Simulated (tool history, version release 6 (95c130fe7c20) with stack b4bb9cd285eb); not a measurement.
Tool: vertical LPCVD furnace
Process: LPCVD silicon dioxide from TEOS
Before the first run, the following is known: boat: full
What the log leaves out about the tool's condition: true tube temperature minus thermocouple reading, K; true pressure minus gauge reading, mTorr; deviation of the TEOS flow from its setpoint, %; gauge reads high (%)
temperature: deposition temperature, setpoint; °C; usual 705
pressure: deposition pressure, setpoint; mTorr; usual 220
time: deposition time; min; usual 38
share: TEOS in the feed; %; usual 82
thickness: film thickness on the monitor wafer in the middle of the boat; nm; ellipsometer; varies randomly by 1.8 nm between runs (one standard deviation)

run    hour  temperature  pressure  time  share  wafers since the last listed run  hours since the last temperature calibration  hours since the pressure gauge was zeroed  hours since the TEOS flow controller was replaced  hours since the gauge calibration  read-back reference wafer on the same gauge, thickness  thickness
  1       0          705       220    38     82                                 0                                         944.1                                     3832.1                                               1729                              628.3                                                  314.67     331.58
  2    44.7          705       220    38     82                               671                                         988.8                                     3876.8                                             1773.7                                673                                                  314.23     330.69
  3    84.6          705       220    38     82                               599                                        1028.7                                     3916.7                                             1813.6                              712.9                                                  314.11     334.32
  4   120.8          705       220    38     82                               543                                        1064.9                                     3952.9                                             1849.8                              749.1                                                  314.41     330.94
  5   163.6          705       220    38     82                               642                                        1107.7                                     3995.7                                             1892.6                              791.9                                                  314.39      331.6
  6   233.6          705       220    38     82                              1050                                        1177.7                                     4065.7                                             1962.6                              861.9                                                  313.36     333.88
  7   294.2          705       220    38     82                               909                                        1238.3                                     4126.3                                             2023.2                              922.5                                                  313.56     334.78
  8   401.3          705       220    38     82                              1607                                        1345.4                                     4233.4                                             2130.3                             1029.6                                                  314.35     335.57
      487.1  -- gauge calibrated
  9   500.5          705       220    38     82                              1489                                        1444.6                                     4332.6                                             2229.5                               13.4                                                  314.32     339.11
 10     604          705       220    38     78                              1553                                        1548.1                                     4436.1                                               2333                              116.9                                                  314.35     333.14
      692.1  -- TEOS flow controller replaced
 11   708.2          705       220    38     78                              1204                                        1652.3                                     4540.3                                               16.1                              221.1                                                   313.9      333.8
 12   794.6          716       220    38     73                              1297                                        1738.7                                     4626.7                                              102.5                              307.5                                                     315     413.74
      856.8  -- pressure gauge zeroed
 13     882          705       220    38     82                               951                                        1826.1                                       25.2                                              189.9                              394.9                                                  313.99     343.48
 14   926.2          705       220    38     82                               663                                        1870.3                                       69.4                                              234.1                              439.1                                                   313.6     342.04
 15   978.7          705       220    38     82                               788                                        1922.8                                      121.9                                              286.6                              491.6                                                  313.96     345.15
 16  1036.4          715       220    29     82                               866                                        1980.5                                      179.6                                              344.3                              549.3                                                  313.96      331.5
 17  1087.6          705       220    38     82                               768                                        2031.7                                      230.8                                              395.5                              600.5                                                  314.05     347.54
     1135.2  -- thermocouples replaced and temperature profile calibrated
 18  1187.5          715       220    38     73                              1139                                          52.3                                      330.7                                              495.4                              700.4                                                  313.48     376.47
 19  1228.6          705       220    38     72                               617                                          93.4                                      371.8                                              536.5                              741.5                                                  314.12     295.44
 20  1335.9          701       180    44     72                              1610                                         200.7                                      479.1                                              643.8                              848.8                                                  314.05     286.47
 21  1405.5          713       220    38     97                              1044                                         270.3                                      548.7                                              713.4                              918.4                                                  314.24     416.91
 22  1492.5          698       220    38     82                              1306                                         357.3                                      635.7                                              800.4                             1005.4                                                  314.18     273.21

Here are 3 independent what-if runs from the current tool condition. What would each one return?
  A  1497          705       220  24.5     82                                67                                         361.8                                      640.2                                              804.9                             1009.9                                                       ?          ?
  B  1497          717       185  44.5     82                                67                                         361.8                                      640.2                                              804.9                             1009.9                                                       ?          ?
  C  1497          705       195  29.5     82                                67                                         361.8                                      640.2                                              804.9                             1009.9                                                       ?          ?

run  read-back reference wafer on the same gauge, thickness  thickness
  A                                                  313.95     206.09
  B                                                  313.95     450.67
  C                                                  313.95     233.62
What these runs would have given with no unlogged condition in the tool:
run  thickness
  A     201.21
  B     440.25
  C     228.09
